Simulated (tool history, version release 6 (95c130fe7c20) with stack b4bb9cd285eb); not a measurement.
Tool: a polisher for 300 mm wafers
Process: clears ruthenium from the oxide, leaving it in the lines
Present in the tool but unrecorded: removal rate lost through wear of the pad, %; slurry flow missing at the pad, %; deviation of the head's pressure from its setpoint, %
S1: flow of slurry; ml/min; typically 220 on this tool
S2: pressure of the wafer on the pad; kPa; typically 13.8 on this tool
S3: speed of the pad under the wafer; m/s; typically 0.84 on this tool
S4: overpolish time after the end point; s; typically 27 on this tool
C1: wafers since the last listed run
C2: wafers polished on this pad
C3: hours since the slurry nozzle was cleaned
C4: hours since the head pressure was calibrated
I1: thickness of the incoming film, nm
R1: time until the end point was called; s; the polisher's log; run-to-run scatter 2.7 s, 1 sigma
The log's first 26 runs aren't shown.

run,hour,S1,S2,S3,S4,C1,C2,C3,C4,I1,R1
27,329.8,220,13.8,0.84,27,153,669,153.9,253.4,141.3,177.3
28,338.9,220,9.7,0.84,27,82,752,163.0,262.5,139.2,214.8
29,353.8,220,13.8,0.84,19,135,888,177.9,277.4,139.2,176.9
30,370.9,220,13.8,0.74,21,155,1043,195.0,294.5,139.0,194.6
31,383.0,220,13.8,0.84,27,110,1154,207.1,306.6,141.7,182.9
32,395.3,220,13.8,0.74,21,111,1265,219.4,318.9,137.5,195.8
33,405.2,160,12.4,0.98,23,90,1356,229.3,328.8,139.1,183.0
# hour 416.5: worn pad replaced by a new one
34,420.0,295,13.8,0.84,34,98,31,244.1,343.6,140.9,178.8
35,429.9,260,15.2,0.84,15,90,121,254.0,353.5,139.9,168.4
36,446.5,280,13.8,0.84,40,151,272,270.6,370.1,138.7,179.7
37,459.4,285,13.8,0.84,23,117,390,283.5,383.0,138.6,180.4
38,466.6,275,11.7,0.98,15,65,455,290.7,390.2,139.8,181.8

Consider 3 possible next runs. They are alternatives, not a sequence: every one starts from the tool as it was left by run 38. What does each give?
A,467.1,220,13.8,0.84,27,4,460,291.2,390.7,141.3,?
B,467.1,260,13.8,1.04,36,4,460,291.2,390.7,141.3,?
C,467.1,220,13.8,0.84,32,4,460,291.2,390.7,141.3,?

run,R1
A,184.9
B,158.6
C,184.9
The same runs, with their run-to-run variation unchanged, on a tool lacking any hidden condition would have given:
run,R1
A,174.5
B,149.6
C,174.5

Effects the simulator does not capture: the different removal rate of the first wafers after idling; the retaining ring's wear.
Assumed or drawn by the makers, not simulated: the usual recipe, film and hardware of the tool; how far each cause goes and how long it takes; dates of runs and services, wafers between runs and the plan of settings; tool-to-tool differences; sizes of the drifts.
